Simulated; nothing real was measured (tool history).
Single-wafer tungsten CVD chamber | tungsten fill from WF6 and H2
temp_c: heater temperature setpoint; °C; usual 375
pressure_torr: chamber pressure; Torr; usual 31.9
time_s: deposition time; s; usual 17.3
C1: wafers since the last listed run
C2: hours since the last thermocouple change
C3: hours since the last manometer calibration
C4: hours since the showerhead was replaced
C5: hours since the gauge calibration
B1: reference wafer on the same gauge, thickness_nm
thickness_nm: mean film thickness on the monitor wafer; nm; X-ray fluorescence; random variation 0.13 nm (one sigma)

{"run": 1, "day": 0.0, "temp_c": 375, "pressure_torr": 31.9, "time_s": 18.1, "C1": 0, "C2": 1104.9, "C3": 414.1, "C4": 1994.3, "C5": 95.6, "B1": 33.166, "thickness_nm": 35.298}
{"run": 2, "day": 1.604, "temp_c": 375, "pressure_torr": 31.9, "time_s": 18.1, "C1": 1035, "C2": 1143.4, "C3": 452.6, "C4": 2032.8, "C5": 134.1, "B1": 33.195, "thickness_nm": 34.948}
{"run": 3, "day": 4.596, "temp_c": 375, "pressure_torr": 31.9, "time_s": 18.1, "C1": 1930, "C2": 1215.2, "C3": 524.4, "C4": 2104.6, "C5": 205.9, "B1": 33.248, "thickness_nm": 35.17}
{"run": 4, "day": 5.679, "temp_c": 375, "pressure_torr": 37.0, "time_s": 17.3, "C1": 699, "C2": 1241.2, "C3": 550.4, "C4": 2130.6, "C5": 231.9, "B1": 33.214, "thickness_nm": 36.442}
{"run": 5, "day": 7.054, "temp_c": 375, "pressure_torr": 37.0, "time_s": 17.3, "C1": 887, "C2": 1274.2, "C3": 583.4, "C4": 2163.6, "C5": 264.9, "B1": 33.198, "thickness_nm": 36.523}
{"run": 6, "day": 8.817, "temp_c": 375, "pressure_torr": 31.9, "time_s": 17.3, "C1": 1137, "C2": 1316.5, "C3": 625.7, "C4": 2205.9, "C5": 307.2, "B1": 33.193, "thickness_nm": 33.879}
{"run": 7, "day": 11.767, "temp_c": 375, "pressure_torr": 31.9, "time_s": 19.0, "C1": 1903, "C2": 1387.3, "C3": 696.5, "C4": 2276.7, "C5": 378.0, "B1": 33.234, "thickness_nm": 37.226}
{"run": 8, "day": 14.604, "temp_c": 375, "pressure_torr": 31.9, "time_s": 19.0, "C1": 1831, "C2": 1455.4, "C3": 764.6, "C4": 2344.8, "C5": 446.1, "B1": 33.238, "thickness_nm": 37.427}
{"run": 9, "day": 16.212, "temp_c": 375, "pressure_torr": 31.9, "time_s": 19.0, "C1": 1037, "C2": 1494.0, "C3": 803.2, "C4": 2383.4, "C5": 484.7, "B1": 33.212, "thickness_nm": 37.309}
{"run": 10, "day": 22.858, "temp_c": 375, "pressure_torr": 31.9, "time_s": 14.9, "C1": 4288, "C2": 1653.5, "C3": 962.7, "C4": 2542.9, "C5": 644.2, "B1": 33.208, "thickness_nm": 29.294}
{"run": 11, "day": 24.396, "temp_c": 375, "pressure_torr": 31.9, "time_s": 18.6, "C1": 992, "C2": 1690.4, "C3": 999.6, "C4": 2579.8, "C5": 681.1, "B1": 33.25, "thickness_nm": 36.895}
{"run": 12, "day": 27.3, "temp_c": 375, "pressure_torr": 31.9, "time_s": 18.6, "C1": 1874, "C2": 1760.1, "C3": 1069.3, "C4": 2649.5, "C5": 750.8, "B1": 33.187, "thickness_nm": 36.595}
{"day": 27.829, "done": "thermocouple changed; heater temperature recalibrated"}
{"run": 13, "day": 30.2, "temp_c": 375, "pressure_torr": 31.9, "time_s": 18.6, "C1": 1656, "C2": 56.9, "C3": 1138.9, "C4": 2719.1, "C5": 820.4, "B1": 33.19, "thickness_nm": 35.006}
{"day": 37.729, "done": "showerhead replaced"}
{"run": 14, "day": 38.275, "temp_c": 375, "pressure_torr": 31.9, "time_s": 16.3, "C1": 4996, "C2": 250.7, "C3": 1332.7, "C4": 13.1, "C5": 1014.2, "B1": 33.176, "thickness_nm": 30.74}
{"run": 15, "day": 40.021, "temp_c": 375, "pressure_torr": 31.9, "time_s": 15.2, "C1": 1126, "C2": 292.6, "C3": 1374.6, "C4": 55.0, "C5": 1056.1, "B1": 33.176, "thickness_nm": 28.942}
{"run": 16, "day": 41.358, "temp_c": 375, "pressure_torr": 25.4, "time_s": 18.4, "C1": 863, "C2": 324.7, "C3": 1406.7, "C4": 87.1, "C5": 1088.2, "B1": 33.204, "thickness_nm": 30.337}
{"day": 44.85, "done": "capacitance manometer re-zeroed and calibrated"}
{"run": 17, "day": 45.579, "temp_c": 361, "pressure_torr": 31.9, "time_s": 18.2, "C1": 2508, "C2": 426.0, "C3": 17.5, "C4": 188.4, "C5": 1189.5, "B1": 33.18, "thickness_nm": 26.105}
{"run": 18, "day": 47.833, "temp_c": 375, "pressure_torr": 31.9, "time_s": 17.3, "C1": 1454, "C2": 480.1, "C3": 71.6, "C4": 242.5, "C5": 1243.6, "B1": 33.2, "thickness_nm": 32.847}
{"run": 19, "day": 50.442, "temp_c": 370, "pressure_torr": 31.9, "time_s": 14.9, "C1": 1683, "C2": 542.7, "C3": 134.2, "C4": 305.1, "C5": 1306.2, "B1": 33.171, "thickness_nm": 25.779}
{"run": 20, "day": 52.25, "temp_c": 388, "pressure_torr": 34.9, "time_s": 19.6, "C1": 1167, "C2": 586.1, "C3": 177.6, "C4": 348.5, "C5": 1349.6, "B1": 33.172, "thickness_nm": 51.085}
{"day": 54.279, "done": "gauge calibrated"}
{"run": 21, "day": 54.746, "temp_c": 364, "pressure_torr": 31.9, "time_s": 17.3, "C1": 1610, "C2": 646.0, "C3": 237.5, "C4": 408.4, "C5": 11.2, "B1": 33.164, "thickness_nm": 26.686}
{"run": 22, "day": 57.721, "temp_c": 375, "pressure_torr": 26.9, "time_s": 19.5, "C1": 1919, "C2": 717.4, "C3": 308.9, "C4": 479.8, "C5": 82.6, "B1": 33.154, "thickness_nm": 33.811}
{"run": 23, "day": 60.075, "temp_c": 375, "pressure_torr": 31.9, "time_s": 17.3, "C1": 1519, "C2": 773.9, "C3": 365.4, "C4": 536.3, "C5": 139.1, "B1": 33.214, "thickness_nm": 32.953}
{"run": 24, "day": 62.35, "temp_c": 375, "pressure_torr": 38.5, "time_s": 17.3, "C1": 1468, "C2": 828.5, "C3": 420.0, "C4": 590.9, "C5": 193.7, "B1": 33.197, "thickness_nm": 36.8}
{"run": 25, "day": 65.2, "temp_c": 390, "pressure_torr": 31.9, "time_s": 20.5, "C1": 1839, "C2": 896.9, "C3": 488.4, "C4": 659.3, "C5": 262.1, "B1": 33.194, "thickness_nm": 52.993}
{"run": 26, "day": 67.704, "temp_c": 385, "pressure_torr": 31.9, "time_s": 17.3, "C1": 1616, "C2": 957.0, "C3": 548.5, "C4": 719.4, "C5": 322.2, "B1": 33.235, "thickness_nm": 40.179}
{"run": 27, "day": 69.671, "temp_c": 375, "pressure_torr": 31.9, "time_s": 17.3, "C1": 1269, "C2": 1004.2, "C3": 595.7, "C4": 766.6, "C5": 369.4, "B1": 33.223, "thickness_nm": 33.643}
{"run": 28, "day": 71.225, "temp_c": 368, "pressure_torr": 36.2, "time_s": 17.3, "C1": 1002, "C2": 1041.5, "C3": 633.0, "C4": 803.9, "C5": 406.7, "B1": 33.178, "thickness_nm": 31.217}
{"run": 29, "day": 72.946, "temp_c": 370, "pressure_torr": 31.9, "time_s": 14.9, "C1": 1110, "C2": 1082.8, "C3": 674.3, "C4": 845.2, "C5": 448.0, "B1": 33.209, "thickness_nm": 26.05}

Forecast each of these 3 alternatives for the next run:
{"run": "A", "day": 72.962, "temp_c": 375, "pressure_torr": 31.9, "time_s": 17.3, "C1": 10, "C2": 1083.2, "C3": 674.7, "C4": 845.6, "C5": 448.4, "B1": "?", "thickness_nm": "?"}
{"run": "B", "day": 72.962, "temp_c": 375, "pressure_torr": 29.3, "time_s": 17.3, "C1": 10, "C2": 1083.2, "C3": 674.7, "C4": 845.6, "C5": 448.4, "B1": "?", "thickness_nm": "?"}
{"run": "C", "day": 72.962, "temp_c": 388, "pressure_torr": 28.8, "time_s": 15.0, "C1": 10, "C2": 1083.2, "C3": 674.7, "C4": 845.6, "C5": 448.4, "B1": "?", "thickness_nm": "?"}

run=A B1=33.182 thickness_nm=33.509
run=B B1=33.182 thickness_nm=31.894
run=C B1=33.182 thickness_nm=35.103
Without the tool's hidden state the same runs would have given:
run=A thickness_nm=32.770
run=B thickness_nm=31.191
run=C thickness_nm=34.367

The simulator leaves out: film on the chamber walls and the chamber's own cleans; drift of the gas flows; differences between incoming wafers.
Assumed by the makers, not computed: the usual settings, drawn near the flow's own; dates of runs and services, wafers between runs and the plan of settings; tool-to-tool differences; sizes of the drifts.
